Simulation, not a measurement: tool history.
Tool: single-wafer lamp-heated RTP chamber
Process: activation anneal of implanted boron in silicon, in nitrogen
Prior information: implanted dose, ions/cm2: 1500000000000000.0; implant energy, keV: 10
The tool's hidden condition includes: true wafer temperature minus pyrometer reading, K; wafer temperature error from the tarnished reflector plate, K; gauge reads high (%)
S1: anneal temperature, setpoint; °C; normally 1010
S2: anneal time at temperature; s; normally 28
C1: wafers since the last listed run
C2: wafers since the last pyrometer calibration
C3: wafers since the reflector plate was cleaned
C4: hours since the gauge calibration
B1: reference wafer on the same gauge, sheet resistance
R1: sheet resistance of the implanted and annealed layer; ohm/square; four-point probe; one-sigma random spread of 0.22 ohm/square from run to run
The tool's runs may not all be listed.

run 1 day=0.000 | S1=987 S2=35 | C1=0 C2=3562 C3=9720 C4=148.0 | B1=95.04 | R1=112.57
-- day=0.512 pyrometer window cleaned and pyrometer calibrated
run 2 day=0.546 | S1=1010 S2=28 | C1=84 C2=13 C3=9805 C4=161.1 | B1=95.01 | R1=104.49
run 3 day=1.229 | S1=1010 S2=33 | C1=272 C2=286 C3=10078 C4=177.5 | B1=94.92 | R1=103.61
run 4 day=1.938 | S1=1010 S2=33 | C1=282 C2=569 C3=10361 C4=194.5 | B1=94.99 | R1=103.50
run 5 day=2.188 | S1=1027 S2=28 | C1=99 C2=669 C3=10461 C4=200.5 | B1=95.10 | R1=98.22
run 6 day=2.462 | S1=1010 S2=28 | C1=109 C2=779 C3=10570 C4=207.1 | B1=95.07 | R1=104.60
run 7 day=2.788 | S1=1010 S2=28 | C1=129 C2=908 C3=10700 C4=214.9 | B1=95.05 | R1=104.43
run 8 day=3.450 | S1=1010 S2=28 | C1=264 C2=1173 C3=10965 C4=230.8 | B1=94.95 | R1=104.42
run 9 day=3.929 | S1=1010 S2=28 | C1=191 C2=1364 C3=11156 C4=242.3 | B1=95.02 | R1=104.42
run 10 day=4.671 | S1=1010 S2=28 | C1=296 C2=1661 C3=11453 C4=260.1 | B1=94.97 | R1=104.65
run 11 day=5.054 | S1=1010 S2=28 | C1=153 C2=1814 C3=11606 C4=269.3 | B1=94.91 | R1=104.39
run 12 day=5.538 | S1=1010 S2=28 | C1=193 C2=2007 C3=11799 C4=280.9 | B1=94.95 | R1=104.34
run 13 day=5.800 | S1=1010 S2=28 | C1=104 C2=2112 C3=11904 C4=287.2 | B1=95.05 | R1=104.74
run 14 day=6.308 | S1=1010 S2=28 | C1=203 C2=2315 C3=12107 C4=299.4 | B1=94.98 | R1=104.73
-- day=6.404 gauge calibrated
run 15 day=7.012 | S1=1010 S2=28 | C1=281 C2=2596 C3=12388 C4=14.6 | B1=95.04 | R1=104.41
run 16 day=7.667 | S1=1010 S2=28 | C1=261 C2=2857 C3=12649 C4=30.3 | B1=95.01 | R1=104.60
run 17 day=7.983 | S1=1001 S2=43 | C1=126 C2=2984 C3=12776 C4=37.9 | B1=95.10 | R1=104.76
run 18 day=8.512 | S1=985 S2=28 | C1=211 C2=3195 C3=12987 C4=50.6 | B1=94.95 | R1=116.48
run 19 day=9.108 | S1=992 S2=24 | C1=237 C2=3433 C3=13225 C4=64.9 | B1=95.00 | R1=113.44
run 20 day=9.400 | S1=990 S2=13 | C1=116 C2=3550 C3=13342 C4=71.9 | B1=94.96 | R1=119.32
run 21 day=10.017 | S1=996 S2=35 | C1=246 C2=3796 C3=13588 C4=86.7 | B1=95.02 | R1=108.62
run 22 day=10.717 | S1=999 S2=15 | C1=279 C2=4076 C3=13867 C4=103.5 | B1=94.95 | R1=112.69
-- day=11.179 pyrometer window cleaned and pyrometer calibrated
run 23 day=11.200 | S1=1027 S2=39 | C1=59 C2=8 C3=13927 C4=115.1 | B1=95.00 | R1=95.79
run 24 day=11.267 | S1=987 S2=28 | C1=26 C2=34 C3=13954 C4=116.7 | B1=95.01 | R1=115.22
run 25 day=11.904 | S1=1010 S2=28 | C1=254 C2=289 C3=14209 C4=132.0 | B1=94.98 | R1=104.79
run 26 day=12.175 | S1=1010 S2=28 | C1=108 C2=397 C3=14317 C4=138.5 | B1=95.00 | R1=104.71
-- day=12.758 reflector plate cleaned
run 27 day=12.779 | S1=1010 S2=28 | C1=108 C2=505 C3=8 C4=153.0 | B1=95.01 | R1=104.52
run 28 day=12.829 | S1=1027 S2=28 | C1=19 C2=525 C3=28 C4=154.2 | B1=94.98 | R1=98.25
run 29 day=13.896 | S1=1026 S2=15 | C1=426 C2=951 C3=454 C4=179.8 | B1=95.02 | R1=103.12
run 30 day=14.625 | S1=1022 S2=21 | C1=291 C2=1243 C3=745 C4=197.3 | B1=95.03 | R1=102.45
run 31 day=14.908 | S1=1010 S2=28 | C1=113 C2=1356 C3=858 C4=204.1 | B1=94.98 | R1=104.29
run 32 day=15.404 | S1=992 S2=23 | C1=198 C2=1554 C3=1056 C4=216.0 | B1=95.02 | R1=113.34
run 33 day=15.962 | S1=1026 S2=28 | C1=223 C2=1777 C3=1279 C4=229.4 | B1=94.97 | R1=98.67
run 34 day=16.521 | S1=992 S2=12 | C1=223 C2=2000 C3=1502 C4=242.8 | B1=94.94 | R1=118.86
run 35 day=16.779 | S1=1010 S2=28 | C1=103 C2=2103 C3=1605 C4=249.0 | B1=94.99 | R1=104.48
run 36 day=17.271 | S1=1032 S2=28 | C1=196 C2=2299 C3=1802 C4=260.8 | B1=95.00 | R1=96.33

Run-by-run hidden state of the tool:
true wafer temperature minus pyrometer reading, K: 0 across all the runs
wafer temperature error from the tarnished reflector plate, K: 0 across all the runs
gauge reads high (%): 0 across all the runs

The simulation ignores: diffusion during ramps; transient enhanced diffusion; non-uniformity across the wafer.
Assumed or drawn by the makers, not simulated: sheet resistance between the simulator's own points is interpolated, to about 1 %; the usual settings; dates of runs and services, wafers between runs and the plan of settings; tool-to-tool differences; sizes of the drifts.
